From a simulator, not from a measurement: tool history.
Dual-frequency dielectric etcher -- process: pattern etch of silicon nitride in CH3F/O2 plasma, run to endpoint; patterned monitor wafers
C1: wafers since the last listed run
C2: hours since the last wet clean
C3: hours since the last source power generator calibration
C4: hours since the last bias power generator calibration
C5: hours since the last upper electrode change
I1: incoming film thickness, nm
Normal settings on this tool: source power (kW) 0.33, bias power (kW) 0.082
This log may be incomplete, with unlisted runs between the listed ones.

Run 1, hour 0: usual settings but bias power (kW) 0.075; C1 0; C2 213.3; C3 3252.4; C4 1837.6; C5 2163.4; I1 73. Result: endpoint time (s) 83.3.
Run 2, hour 30.6: usual settings but bias power (kW) 0.075; C1 225; C2 243.9; C3 3283; C4 1868.2; C5 2194; I1 72.9. Result: endpoint time (s) 84.5.
Run 3, hour 83.5: usual settings but bias power (kW) 0.075; C1 389; C2 296.8; C3 3335.9; C4 1921.1; C5 2246.9; I1 72.3. Result: endpoint time (s) 83.9.
Run 4, hour 114.8: usual settings but bias power (kW) 0.095; C1 230; C2 328.1; C3 3367.2; C4 1952.4; C5 2278.2; I1 72.6. Result: endpoint time (s) 74.
At hour 126.3: bias power generator calibrated.
At hour 142.7: upper electrode replaced.
Run 5, hour 148.8: usual settings but bias power (kW) 0.095; C1 99; C2 362.1; C3 3401.2; C4 22.5; C5 6.1; I1 72.8. Result: endpoint time (s) 74.5.
Run 6, hour 165.7: usual settings but bias power (kW) 0.095; C1 124; C2 379; C3 3418.1; C4 39.4; C5 23; I1 73.2. Result: endpoint time (s) 75.1.
Run 7, hour 198.5: usual settings; C1 241; C2 411.8; C3 3450.9; C4 72.2; C5 55.8; I1 73. Result: endpoint time (s) 81.5.
Run 8, hour 231.8: usual settings; C1 244; C2 445.1; C3 3484.2; C4 105.5; C5 89.1; I1 73. Result: endpoint time (s) 81.5.
Run 9, hour 249.1: usual settings but bias power (kW) 0.091; C1 127; C2 462.4; C3 3501.5; C4 122.8; C5 106.4; I1 73.5. Result: endpoint time (s) 77.1.
At hour 273.5: source power generator calibrated.
At hour 279.3: wet clean of the chamber.
Run 10, hour 279.8: usual settings but source power (kW) 0.25, bias power (kW) 0.064; C1 153; C2 0.5; C3 6.3; C4 153.5; C5 137.1; I1 73.7. Result: endpoint time (s) 112.6.
Run 11, hour 297.1: usual settings but bias power (kW) 0.075; C1 127; C2 17.8; C3 23.6; C4 170.8; C5 154.4; I1 72.7. Result: endpoint time (s) 84.3.
Run 12, hour 323: usual settings but source power (kW) 0.36; C1 190; C2 43.7; C3 49.5; C4 196.7; C5 180.3; I1 73.1. Result: endpoint time (s) 76.4.
Run 13, hour 336.3: usual settings but source power (kW) 0.29, bias power (kW) 0.089; C1 97; C2 57; C3 62.8; C4 210; C5 193.6; I1 72.4. Result: endpoint time (s) 81.9.
Run 14, hour 356.1: usual settings but source power (kW) 0.39, bias power (kW) 0.096; C1 145; C2 76.8; C3 82.6; C4 229.8; C5 213.4; I1 73.1. Result: endpoint time (s) 67.3.
Run 15, hour 369.3: usual settings but source power (kW) 0.27, bias power (kW) 0.102; C1 97; C2 90; C3 95.8; C4 243; C5 226.6; I1 72.8. Result: endpoint time (s) 79.7.
Run 16, hour 392.8: usual settings but source power (kW) 0.38; C1 172; C2 113.5; C3 119.3; C4 266.5; C5 250.1; I1 72.8. Result: endpoint time (s) 74.8.

Branching from run 16: 4 alternative next runs. What would each branch give?
Run A, hour 393.3: usual settings but bias power (kW) 0.065; C1 3; C2 114; C3 119.8; C4 267; C5 250.6; I1 73.8. Result: endpoint time (s) ?.
Run B, hour 393.3: usual settings but source power (kW) 0.28, bias power (kW) 0.069; C1 3; C2 114; C3 119.8; C4 267; C5 250.6; I1 73.8. Result: endpoint time (s) ?.
Run C, hour 393.3: usual settings but source power (kW) 0.38, bias power (kW) 0.064; C1 3; C2 114; C3 119.8; C4 267; C5 250.6; I1 73.8. Result: endpoint time (s) ?.
Run D, hour 393.3: usual settings but source power (kW) 0.39, bias power (kW) 0.066; C1 3; C2 114; C3 119.8; C4 267; C5 250.6; I1 73.8. Result: endpoint time (s) ?.

run  endpoint time (s)
  A               93.6
  B              100.2
  C               86.9
  D                 84
Stripped of hidden state, with their random variation kept, the same runs would have yielded:
run  endpoint time (s)
  A               91.8
  B               98.2
  C               85.2
  D               82.4

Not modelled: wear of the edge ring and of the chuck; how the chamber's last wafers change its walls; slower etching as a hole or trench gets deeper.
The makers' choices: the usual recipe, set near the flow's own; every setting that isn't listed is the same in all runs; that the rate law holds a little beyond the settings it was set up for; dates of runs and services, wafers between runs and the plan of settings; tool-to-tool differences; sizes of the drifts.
